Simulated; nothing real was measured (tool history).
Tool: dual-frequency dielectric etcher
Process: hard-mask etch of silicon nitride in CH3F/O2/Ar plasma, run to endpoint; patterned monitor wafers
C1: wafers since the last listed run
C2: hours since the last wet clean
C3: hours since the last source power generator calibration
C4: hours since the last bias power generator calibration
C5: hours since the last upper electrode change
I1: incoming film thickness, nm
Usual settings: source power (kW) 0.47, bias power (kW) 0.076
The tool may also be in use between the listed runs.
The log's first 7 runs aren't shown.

{"run": 8, "hour": 962.8, "source power (kW)": 0.47, "bias power (kW)": 0.069, "C1": 1070, "C2": 261.1, "C3": 2528.2, "C4": 1562.1, "C5": 3429.6, "I1": 53.9, "endpoint time (s)": 76.6}
{"hour": 1055.6, "done": "source power generator calibrated"}
{"hour": 1066.9, "done": "upper electrode replaced"}
{"run": 9, "hour": 1067.4, "source power (kW)": 0.47, "bias power (kW)": 0.069, "C1": 908, "C2": 365.7, "C3": 11.8, "C4": 1666.7, "C5": 0.5, "I1": 54.2, "endpoint time (s)": 77.5}
{"run": 10, "hour": 1092.1, "source power (kW)": 0.47, "bias power (kW)": 0.088, "C1": 251, "C2": 390.4, "C3": 36.5, "C4": 1691.4, "C5": 25.2, "I1": 53.9, "endpoint time (s)": 70.5}
{"run": 11, "hour": 1370.2, "source power (kW)": 0.47, "bias power (kW)": 0.088, "C1": 2827, "C2": 668.5, "C3": 314.6, "C4": 1969.5, "C5": 303.3, "I1": 53.2, "endpoint time (s)": 69.1}
{"hour": 1422.4, "done": "wet clean of the chamber"}
{"hour": 1433.0, "done": "bias power generator calibrated"}
{"run": 12, "hour": 1441.1, "source power (kW)": 0.47, "bias power (kW)": 0.086, "C1": 436, "C2": 18.7, "C3": 385.5, "C4": 8.1, "C5": 374.2, "I1": 54.4, "endpoint time (s)": 72.2}
{"run": 13, "hour": 1523.3, "source power (kW)": 0.47, "bias power (kW)": 0.086, "C1": 835, "C2": 100.9, "C3": 467.7, "C4": 90.3, "C5": 456.4, "I1": 53.7, "endpoint time (s)": 70.7}
{"run": 14, "hour": 1611.0, "source power (kW)": 0.47, "bias power (kW)": 0.086, "C1": 891, "C2": 188.6, "C3": 555.4, "C4": 178, "C5": 544.1, "I1": 54, "endpoint time (s)": 71.9}
{"run": 15, "hour": 1703.6, "source power (kW)": 0.47, "bias power (kW)": 0.062, "C1": 941, "C2": 281.2, "C3": 648, "C4": 270.6, "C5": 636.7, "I1": 53.6, "endpoint time (s)": 79.8}
{"run": 16, "hour": 1787.0, "source power (kW)": 0.47, "bias power (kW)": 0.084, "C1": 848, "C2": 364.6, "C3": 731.4, "C4": 354, "C5": 720.1, "I1": 54.4, "endpoint time (s)": 72.3}
{"run": 17, "hour": 1886.2, "source power (kW)": 0.47, "bias power (kW)": 0.059, "C1": 1008, "C2": 463.8, "C3": 830.6, "C4": 453.2, "C5": 819.3, "I1": 54.2, "endpoint time (s)": 82.6}
{"run": 18, "hour": 1984.7, "source power (kW)": 0.39, "bias power (kW)": 0.066, "C1": 1001, "C2": 562.3, "C3": 929.1, "C4": 551.7, "C5": 917.8, "I1": 54.2, "endpoint time (s)": 88.9}
{"run": 19, "hour": 2082.3, "source power (kW)": 0.54, "bias power (kW)": 0.088, "C1": 992, "C2": 659.9, "C3": 1026.7, "C4": 649.3, "C5": 1015.4, "I1": 53.9, "endpoint time (s)": 65.1}
{"hour": 2138.1, "done": "wet clean of the chamber"}
{"run": 20, "hour": 2169.5, "source power (kW)": 0.47, "bias power (kW)": 0.069, "C1": 642, "C2": 31.4, "C3": 1113.9, "C4": 736.5, "C5": 1102.6, "I1": 53.3, "endpoint time (s)": 76.3}
{"run": 21, "hour": 2211.1, "source power (kW)": 0.39, "bias power (kW)": 0.071, "C1": 423, "C2": 73, "C3": 1155.5, "C4": 778.1, "C5": 1144.2, "I1": 53.8, "endpoint time (s)": 86.1}
{"run": 22, "hour": 2281.0, "source power (kW)": 0.35, "bias power (kW)": 0.064, "C1": 710, "C2": 142.9, "C3": 1225.4, "C4": 848, "C5": 1214.1, "I1": 54.3, "endpoint time (s)": 97.8}
{"run": 23, "hour": 2371.9, "source power (kW)": 0.56, "bias power (kW)": 0.087, "C1": 924, "C2": 233.8, "C3": 1316.3, "C4": 938.9, "C5": 1305, "I1": 54.2, "endpoint time (s)": 64.5}
{"run": 24, "hour": 2446.1, "source power (kW)": 0.47, "bias power (kW)": 0.076, "C1": 754, "C2": 308, "C3": 1390.5, "C4": 1013.1, "C5": 1379.2, "I1": 53.6, "endpoint time (s)": 74}
{"run": 25, "hour": 2529.0, "source power (kW)": 0.55, "bias power (kW)": 0.065, "C1": 842, "C2": 390.9, "C3": 1473.4, "C4": 1096, "C5": 1462.1, "I1": 53.9, "endpoint time (s)": 71.6}
{"run": 26, "hour": 2610.8, "source power (kW)": 0.47, "bias power (kW)": 0.076, "C1": 831, "C2": 472.7, "C3": 1555.2, "C4": 1177.8, "C5": 1543.9, "I1": 54.1, "endpoint time (s)": 74.4}
{"run": 27, "hour": 2686.9, "source power (kW)": 0.47, "bias power (kW)": 0.058, "C1": 773, "C2": 548.8, "C3": 1631.3, "C4": 1253.9, "C5": 1620, "I1": 53.9, "endpoint time (s)": 82.1}
{"hour": 2825.0, "done": "wet clean of the chamber"}
{"run": 28, "hour": 2854.5, "source power (kW)": 0.58, "bias power (kW)": 0.076, "C1": 1460, "C2": 29.5, "C3": 1798.9, "C4": 1421.5, "C5": 1787.6, "I1": 53.9, "endpoint time (s)": 66.2}
{"run": 29, "hour": 2940.0, "source power (kW)": 0.47, "bias power (kW)": 0.076, "C1": 869, "C2": 115, "C3": 1884.4, "C4": 1507, "C5": 1873.1, "I1": 53.8, "endpoint time (s)": 74.1}
{"run": 30, "hour": 3002.4, "source power (kW)": 0.44, "bias power (kW)": 0.064, "C1": 634, "C2": 177.4, "C3": 1946.8, "C4": 1569.4, "C5": 1935.5, "I1": 54.1, "endpoint time (s)": 83.2}
{"hour": 3053.4, "done": "bias power generator calibrated"}
{"run": 31, "hour": 3076.4, "source power (kW)": 0.52, "bias power (kW)": 0.076, "C1": 711, "C2": 251.4, "C3": 2020.8, "C4": 23, "C5": 2009.5, "I1": 54.3, "endpoint time (s)": 70.8}

4 ways to go on from here, each from the tool as it stands after run 31. What would each give?
{"run": "A", "hour": 3076.8, "source power (kW)": 0.36, "bias power (kW)": 0.076, "C1": 4, "C2": 251.8, "C3": 2021.2, "C4": 23.4, "C5": 2009.9, "I1": 53.9, "endpoint time (s)": "?"}
{"run": "B", "hour": 3076.8, "source power (kW)": 0.41, "bias power (kW)": 0.091, "C1": 4, "C2": 251.8, "C3": 2021.2, "C4": 23.4, "C5": 2009.9, "I1": 53.9, "endpoint time (s)": "?"}
{"run": "C", "hour": 3076.8, "source power (kW)": 0.43, "bias power (kW)": 0.064, "C1": 4, "C2": 251.8, "C3": 2021.2, "C4": 23.4, "C5": 2009.9, "I1": 53.9, "endpoint time (s)": "?"}
{"run": "D", "hour": 3076.8, "source power (kW)": 0.56, "bias power (kW)": 0.064, "C1": 4, "C2": 251.8, "C3": 2021.2, "C4": 23.4, "C5": 2009.9, "I1": 53.9, "endpoint time (s)": "?"}

run=A endpoint_time_(s)=89.2
run=B endpoint_time_(s)=75.9
run=C endpoint_time_(s)=84.3
run=D endpoint_time_(s)=71.9
Without the tool's hidden state the same runs would have given:
run=A endpoint_time_(s)=89.2
run=B endpoint_time_(s)=75.9
run=C endpoint_time_(s)=84.3
run=D endpoint_time_(s)=71.9
